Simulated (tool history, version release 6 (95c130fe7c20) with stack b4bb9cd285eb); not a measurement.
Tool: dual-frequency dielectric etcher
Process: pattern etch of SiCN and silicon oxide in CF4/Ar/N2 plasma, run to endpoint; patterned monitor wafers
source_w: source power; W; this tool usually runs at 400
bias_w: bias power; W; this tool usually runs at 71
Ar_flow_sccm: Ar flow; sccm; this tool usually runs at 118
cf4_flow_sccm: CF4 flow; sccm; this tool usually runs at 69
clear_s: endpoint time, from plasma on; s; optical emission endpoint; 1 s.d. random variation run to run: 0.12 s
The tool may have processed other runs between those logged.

run     day  source_w  bias_w  Ar_flow_sccm  cf4_flow_sccm  wafers since the last listed run  hours since the last wet clean  hours since the last source power generator calibration  hours since the last bias power generator calibration  hours since the last Ar flow controller change  hours since the last CF4 flow controller change  hours since the last upper electrode change  incoming incoming film thickness, nm  clear_s
  1       0       480      71           118             69                                 0                           351.4                                                   2668.1                                                 2013.8                                          4635.6                                           4723.2                                         5645                                 13.49     14.2
  2   1.096       400      71           102             69                               265                           377.7                                                   2694.4                                                 2040.1                                          4661.9                                           4749.5                                       5671.3                                 13.51     16.5
  3   2.175       340      71           118             69                               261                           403.6                                                   2720.3                                                   2066                                          4687.8                                           4775.4                                       5697.2                                 13.38     19.7
      3.883  -- upper electrode replaced
  4   3.904       340      71           118             69                               176                           445.1                                                   2761.8                                                 2107.5                                          4729.3                                           4816.9                                          0.5                                 13.45     19.6
  5   5.554       340      71           118             69                               399                           484.7                                                   2801.4                                                 2147.1                                          4768.9                                           4856.5                                         40.1                                  13.5     19.3
  6   7.025       400      71           118             69                               356                             520                                                   2836.7                                                 2182.4                                          4804.2                                           4891.8                                         75.4                                 13.38     16.4
  7   8.104       400      71           118             69                               261                           545.9                                                   2862.6                                                 2208.3                                          4830.1                                           4917.7                                        101.3                                 13.42     16.4
  8   8.838       400      71           118             69                               177                           563.5                                                   2880.2                                                 2225.9                                          4847.7                                           4935.3                                        118.9                                 13.54     16.6
     10.146  -- CF4 flow controller replaced
     11.192  -- wet clean of the chamber
     12.004  -- Ar flow controller replaced
  9  12.412       310      71           118             69                               502                            29.3                                                     2966                                                 2311.7                                             9.8                                             54.4                                        204.7                                 13.42     21.9
 10  13.554       400      79           118             64                               276                            56.7                                                   2993.4                                                 2339.1                                            37.2                                             81.8                                        232.1                                 13.63     16.8
 11   14.15       400      79           118             69                               144                              71                                                   3007.7                                                 2353.4                                            51.5                                             96.1                                        246.4                                 13.55     16.4
     15.146  -- bias power generator calibrated
 12  15.512       350      77           118             69                               289                           103.7                                                   3040.4                                                    8.8                                            84.2                                            128.8                                        279.1                                  13.5       19
 13  16.142       400      61           118             64                               152                           118.8                                                   3055.5                                                   23.9                                            99.3                                            143.9                                        294.2                                 13.31     17.7
     16.654  -- source power generator calibrated
 14    16.9       400      83           143             63                               143                             137                                                      5.9                                                   42.1                                           117.5                                            162.1                                        312.4                                 13.62     17.1
 15  17.854       490      71           118             69                               231                           159.9                                                     28.8                                                     65                                           140.4                                              185                                        335.3                                 13.53     14.1
 16   19.35       310      71            90             69                               362                           195.8                                                     64.7                                                  100.9                                           176.3                                            220.9                                        371.2                                 13.55     21.1
 17  20.046       430      71           118             69                               168                           212.5                                                     81.4                                                  117.6                                             193                                            237.6                                        387.9                                  13.5     15.8
 18  20.938       400      71           118             69                               216                           233.9                                                    102.8                                                    139                                           214.4                                              259                                        409.3                                 13.44     16.8
 19  22.058       400      71           139             69                               271                           260.8                                                    129.7                                                  165.9                                           241.3                                            285.9                                        436.2                                  13.5     17.3
 20  22.867       340      77           106             69                               195                           280.2                                                    149.1                                                  185.3                                           260.7                                            305.3                                        455.6                                 13.61     19.1
 21  23.858       400      83           143             63                               240                             304                                                    172.9                                                  209.1                                           284.5                                            329.1                                        479.4                                 13.34     16.5
 22  24.596       400      65           118             69                               178                           321.7                                                    190.6                                                  226.8                                           302.2                                            346.8                                        497.1                                 13.63     17.4
 23  25.588       340      77           106             69                               240                           345.5                                                    214.4                                                  250.6                                             326                                            370.6                                        520.9                                 13.68     19.3

Here are 5 independent what-if runs from the current tool condition. What would each one return?
  A  25.604       400      71           118             69                                 4                           345.9                                                    214.8                                                    251                                           326.4                                              371                                        521.3                                 13.46        ?
  B  25.604       430      82           109             75                                 4                           345.9                                                    214.8                                                    251                                           326.4                                              371                                        521.3                                 13.46        ?
  C  25.604       370      83            91             69                                 4                           345.9                                                    214.8                                                    251                                           326.4                                              371                                        521.3                                 13.46        ?
  D  25.604       400      71           118             84                                 4                           345.9                                                    214.8                                                    251                                           326.4                                              371                                        521.3                                 13.46        ?
  E  25.604       400      82           118             69                                 4                           345.9                                                    214.8                                                    251                                           326.4                                              371                                        521.3                                 13.46        ?

run  clear_s
  A     16.7
  B     14.6
  C     16.6
  D     16.2
  E       16
Take away the tool's hidden state, keep each run's random variation, and the runs would have read:
run  clear_s
  A     17.2
  B       15
  C       17
  D     16.7
  E     16.4
